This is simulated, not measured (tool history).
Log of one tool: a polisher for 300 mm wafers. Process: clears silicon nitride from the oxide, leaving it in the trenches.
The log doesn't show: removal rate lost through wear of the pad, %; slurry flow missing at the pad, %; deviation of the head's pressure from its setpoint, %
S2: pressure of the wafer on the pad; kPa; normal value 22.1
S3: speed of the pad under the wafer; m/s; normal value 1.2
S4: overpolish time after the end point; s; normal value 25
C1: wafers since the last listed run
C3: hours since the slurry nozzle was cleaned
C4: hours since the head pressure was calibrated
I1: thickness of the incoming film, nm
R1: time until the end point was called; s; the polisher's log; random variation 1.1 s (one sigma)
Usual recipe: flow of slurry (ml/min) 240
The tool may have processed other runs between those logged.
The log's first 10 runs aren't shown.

Run 11, hour 245.6: usual settings; C1 154; wafers polished on this pad 1275; C3 421.5; C4 304.8; I1 100.7. Result: R1 68.3 s.
At hour 261.7: worn pad replaced by a new one.
Run 12, hour 274.1: usual settings; C1 115; wafers polished on this pad 58; C3 450; C4 333.3; I1 99.5. Result: R1 66.3 s.
At hour 294.3: slurry nozzle cleaned.
Run 13, hour 295.6: usual settings; C1 96; wafers polished on this pad 155; C3 1.3; C4 354.8; I1 101. Result: R1 64.6 s.
Run 14, hour 326.6: usual settings but flow of slurry (ml/min) 185; C1 146; wafers polished on this pad 301; C3 32.3; C4 385.8; I1 98. Result: R1 65.8 s.
Run 15, hour 412.4: usual settings; C1 405; wafers polished on this pad 707; C3 118.1; C4 471.6; I1 99.6. Result: R1 63.5 s.
Run 16, hour 446.1: usual settings; C1 159; wafers polished on this pad 866; C3 151.8; C4 505.3; I1 100.4. Result: R1 63.2 s.
Run 17, hour 480.3: usual settings but flow of slurry (ml/min) 260, S2 26.2 kPa, S3 0.86 m/s, S4 30 s; C1 161; wafers polished on this pad 1028; C3 186; C4 539.5; I1 100.6. Result: R1 74.7 s.
Run 18, hour 513.9: usual settings but flow of slurry (ml/min) 270, S2 24.8 kPa, S4 34 s; C1 158; wafers polished on this pad 1186; C3 219.6; C4 573.1; I1 100.8. Result: R1 55.6 s.
At hour 541.9: worn pad replaced by a new one.
Run 19, hour 543.9: usual settings but S2 18.6 kPa; C1 122; wafers polished on this pad 9; C3 249.6; C4 603.1; I1 100.2. Result: R1 71 s.
Run 20, hour 571.7: usual settings but S2 15.2 kPa, S3 1.42 m/s, S4 36 s; C1 131; wafers polished on this pad 140; C3 277.4; C4 630.9; I1 100.6. Result: R1 70.8 s.
Run 21, hour 651.4: usual settings but flow of slurry (ml/min) 280, S2 19.3 kPa; C1 376; wafers polished on this pad 517; C3 357.1; C4 710.6; I1 97.8. Result: R1 66.5 s.

Predict the results of run 22:
Run 22, hour 674.1: usual settings but flow of slurry (ml/min) 215; C1 107; wafers polished on this pad 624; C3 379.8; C4 733.3; I1 100.2. Result: R1 ?.

Run 22 came out at R1 65.1 s.
Were there no unlogged condition in the tool, this run, its random variation unchanged, would have produced R1 67.7 s.
